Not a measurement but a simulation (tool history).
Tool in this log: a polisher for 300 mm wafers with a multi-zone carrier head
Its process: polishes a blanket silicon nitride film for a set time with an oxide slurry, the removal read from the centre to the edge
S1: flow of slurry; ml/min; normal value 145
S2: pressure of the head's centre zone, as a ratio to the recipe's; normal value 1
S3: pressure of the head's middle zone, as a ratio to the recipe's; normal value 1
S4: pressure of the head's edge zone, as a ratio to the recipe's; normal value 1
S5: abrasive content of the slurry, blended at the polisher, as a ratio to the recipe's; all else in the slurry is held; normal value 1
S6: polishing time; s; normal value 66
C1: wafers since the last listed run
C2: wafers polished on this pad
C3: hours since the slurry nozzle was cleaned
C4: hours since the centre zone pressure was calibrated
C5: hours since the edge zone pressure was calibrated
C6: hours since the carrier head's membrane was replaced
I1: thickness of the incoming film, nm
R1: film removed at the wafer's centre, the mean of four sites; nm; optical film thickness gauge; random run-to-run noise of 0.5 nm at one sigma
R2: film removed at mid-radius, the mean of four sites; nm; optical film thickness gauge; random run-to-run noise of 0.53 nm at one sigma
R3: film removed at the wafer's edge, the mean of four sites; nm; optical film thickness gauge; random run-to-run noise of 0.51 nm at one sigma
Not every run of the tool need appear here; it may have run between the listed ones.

run 1 day=0 | S1=145 S2=1 S3=1 S4=1 S5=1 S6=66 | C1=0 C2=409 C3=105.5 C4=1095.2 C5=682.6 C6=1174.4 | I1=448.4 | R1=39.7 R2=38.9 R3=38.4
run 2 day=1.042 | S1=145 S2=1 S3=1 S4=1 S5=1 S6=66 | C1=292 C2=701 C3=130.5 C4=1120.2 C5=707.6 C6=1199.4 | I1=458.1 | R1=39.2 R2=38.4 R3=38
run 3 day=2.25 | S1=145 S2=1 S3=1 S4=1 S5=1 S6=66 | C1=338 C2=1040 C3=159.5 C4=1149.2 C5=736.6 C6=1228.4 | I1=444.8 | R1=38.6 R2=38 R3=37.8
run 4 day=3.417 | S1=145 S2=1 S3=1 S4=1 S5=1 S6=66 | C1=327 C2=1367 C3=187.5 C4=1177.2 C5=764.6 C6=1256.4 | I1=446.4 | R1=37.4 R2=38.1 R3=37.4
-- day=4.383 worn pad replaced by a new one
run 5 day=5.479 | S1=145 S2=1 S3=1 S4=1 S5=1 S6=66 | C1=531 C2=307 C3=237 C4=1226.7 C5=814.1 C6=1305.9 | I1=454.7 | R1=39.8 R2=39.1 R3=38.4
run 6 day=6.6 | S1=145 S2=1 S3=1 S4=1 S5=1 S6=66 | C1=314 C2=621 C3=263.9 C4=1253.6 C5=841 C6=1332.8 | I1=452.2 | R1=39 R2=38.5 R3=38.2
-- day=10.379 worn pad replaced by a new one
run 7 day=12.562 | S1=145 S2=1 S3=1 S4=1 S5=1 S6=66 | C1=1624 C2=611 C3=407 C4=1396.7 C5=984.1 C6=1475.9 | I1=447.5 | R1=39.7 R2=39.1 R3=38
-- day=12.788 centre zone pressure recalibrated
run 8 day=14.471 | S1=145 S2=0.95 S3=1 S4=1 S5=1 S6=66 | C1=511 C2=1123 C3=452.8 C4=40.4 C5=1029.9 C6=1521.7 | I1=442.3 | R1=36.9 R2=37.2 R3=36.5
-- day=16.825 worn pad replaced by a new one
-- day=17.154 edge zone pressure recalibrated
run 9 day=17.45 | S1=145 S2=1 S3=1 S4=0.91 S5=1 S6=84 | C1=765 C2=152 C3=524.3 C4=111.9 C5=7.1 C6=1593.2 | I1=441.6 | R1=50.9 R2=49.7 R3=47.8
run 10 day=19.35 | S1=145 S2=1 S3=1 S4=1 S5=1 S6=88 | C1=532 C2=684 C3=569.9 C4=157.5 C5=52.7 C6=1638.8 | I1=445.2 | R1=52 R2=50.2 R3=51.2
-- day=20.088 slurry nozzle cleaned
run 11 day=20.475 | S1=145 S2=1 S3=1 S4=1 S5=1 S6=66 | C1=303 C2=988 C3=9.3 C4=184.5 C5=79.7 C6=1665.8 | I1=449.6 | R1=38.9 R2=38 R3=38.2
run 12 day=22.479 | S1=145 S2=1 S3=1 S4=1 S5=1 S6=66 | C1=561 C2=1550 C3=57.4 C4=232.6 C5=127.8 C6=1713.9 | I1=458.6 | R1=37.9 R2=36.9 R3=36.5

Run 13, settings as shown, results not yet in. Your forecast:
-- day=23.504 carrier head's membrane replaced by a new one
-- day=24.158 worn pad replaced by a new one
run 13 day=24.9 | S1=145 S2=1 S3=0.96 S4=1.09 S5=1.2 S6=66 | C1=573 C2=208 C3=115.5 C4=290.7 C5=185.9 C6=33.5 | I1=450.8 | R1=? R2=? R3=?

R1: 41.8 nm
R2: 39.9 nm
R3: 43.5 nm
Were there no unlogged condition in the tool, this run, its random variation unchanged, would have produced R1 42.8 nm, R2 40.8 nm, R3 44.5 nm.
